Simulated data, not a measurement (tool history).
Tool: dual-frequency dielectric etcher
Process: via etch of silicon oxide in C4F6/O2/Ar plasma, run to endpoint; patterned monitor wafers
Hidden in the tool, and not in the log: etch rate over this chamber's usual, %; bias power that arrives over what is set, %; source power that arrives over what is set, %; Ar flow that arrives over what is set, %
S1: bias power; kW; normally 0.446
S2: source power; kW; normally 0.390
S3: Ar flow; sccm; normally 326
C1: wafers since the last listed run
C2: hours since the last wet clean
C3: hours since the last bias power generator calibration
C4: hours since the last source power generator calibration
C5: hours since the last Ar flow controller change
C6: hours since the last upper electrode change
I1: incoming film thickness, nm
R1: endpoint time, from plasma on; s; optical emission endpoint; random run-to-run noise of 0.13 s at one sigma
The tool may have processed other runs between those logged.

run	hour	S1	S2	S3	C1	C2	C3	C4	C5	C6	I1	R1
1	0.0	0.446	0.390	326	0	354.9	3712.0	3244.6	2551.2	3811.2	155.9	34.7
2	75.7	0.446	0.390	326	719	430.6	3787.7	3320.3	2626.9	3886.9	154.2	34.6
3	118.5	0.446	0.390	326	406	473.4	3830.5	3363.1	2669.7	3929.7	155.1	35.1
4	176.7	0.446	0.390	326	552	531.6	3888.7	3421.3	2727.9	3987.9	155.7	35.1
# hour 271.5: wet clean of the chamber
5	272.0	0.446	0.390	326	677	0.5	3984.0	3516.6	2823.2	4083.2	154.2	33.7
# hour 323.0: bias power generator calibrated
6	369.6	0.446	0.390	326	889	98.1	46.6	3614.2	2920.8	4180.8	155.0	34.1
7	465.0	0.446	0.390	326	906	193.5	142.0	3709.6	3016.2	4276.2	155.8	34.7
8	532.9	0.446	0.390	326	644	261.4	209.9	3777.5	3084.1	4344.1	156.2	34.9
9	835.3	0.446	0.390	326	2872	563.8	512.3	4079.9	3386.5	4646.5	155.5	35.5
10	914.7	0.446	0.390	326	754	643.2	591.7	4159.3	3465.9	4725.9	153.5	35.4
# hour 961.7: source power generator calibrated
# hour 965.0: wet clean of the chamber
11	978.6	0.446	0.390	326	538	13.6	655.6	16.9	3529.8	4789.8	156.6	34.2
12	1070.2	0.446	0.390	326	870	105.2	747.2	108.5	3621.4	4881.4	155.1	33.9
13	1145.7	0.523	0.390	281	717	180.7	822.7	184.0	3696.9	4956.9	154.4	32.5
14	1197.0	0.446	0.390	361	487	232.0	874.0	235.3	3748.2	5008.2	155.2	34.9
15	1241.6	0.446	0.360	372	423	276.6	918.6	279.9	3792.8	5052.8	154.1	35.6
# hour 1283.9: upper electrode replaced, of another model than before
16	1311.5	0.446	0.320	274	435	346.5	988.5	349.8	3862.7	27.6	156.7	35.3
17	1362.3	0.533	0.390	326	482	397.3	1039.3	400.6	3913.5	78.4	156.7	34.2
18	1464.8	0.399	0.360	398	973	499.8	1141.8	503.1	4016.0	180.9	153.9	36.7
19	1561.0	0.504	0.300	349	913	596.0	1238.0	599.3	4112.2	277.1	155.0	36.7
# hour 1576.2: Ar flow controller replaced
# hour 1646.3: wet clean of the chamber
20	1646.8	0.446	0.390	326	529	0.5	1323.8	685.1	70.6	362.9	155.3	33.8
21	1721.4	0.555	0.300	365	708	75.1	1398.4	759.7	145.2	437.5	153.5	34.4
22	1759.2	0.381	0.310	392	359	112.9	1436.2	797.5	183.0	475.3	155.8	37.0
23	1826.1	0.555	0.300	365	635	179.8	1503.1	864.4	249.9	542.2	156.1	35.4
24	1907.1	0.391	0.450	297	769	260.8	1584.1	945.4	330.9	623.2	153.8	33.7
25	1992.0	0.446	0.390	304	806	345.7	1669.0	1030.3	415.8	708.1	155.4	34.5
26	2076.9	0.446	0.390	326	806	430.6	1753.9	1115.2	500.7	793.0	156.6	35.5
27	2165.5	0.415	0.350	362	841	519.2	1842.5	1203.8	589.3	881.6	155.4	36.7
28	2224.1	0.446	0.390	326	556	577.8	1901.1	1262.4	647.9	940.2	153.8	35.2

Consider 5 possible next runs. They are alternatives, not a sequence: every one starts from the tool as it was left by run 28. What does each give?
A	2224.5	0.366	0.390	326	3	578.2	1901.5	1262.8	648.3	940.6	156.5	?
B	2224.5	0.446	0.450	404	3	578.2	1901.5	1262.8	648.3	940.6	156.5	?
C	2224.5	0.544	0.490	326	3	578.2	1901.5	1262.8	648.3	940.6	156.5	?
D	2224.5	0.372	0.350	403	3	578.2	1901.5	1262.8	648.3	940.6	156.5	?
E	2224.5	0.392	0.390	301	3	578.2	1901.5	1262.8	648.3	940.6	156.5	?

run	R1
A	36.5
B	35.6
C	33.3
D	38.0
E	35.9
Without the tool's hidden state the same runs would have given:
run	R1
A	34.7
B	33.9
C	31.7
D	36.1
E	34.1

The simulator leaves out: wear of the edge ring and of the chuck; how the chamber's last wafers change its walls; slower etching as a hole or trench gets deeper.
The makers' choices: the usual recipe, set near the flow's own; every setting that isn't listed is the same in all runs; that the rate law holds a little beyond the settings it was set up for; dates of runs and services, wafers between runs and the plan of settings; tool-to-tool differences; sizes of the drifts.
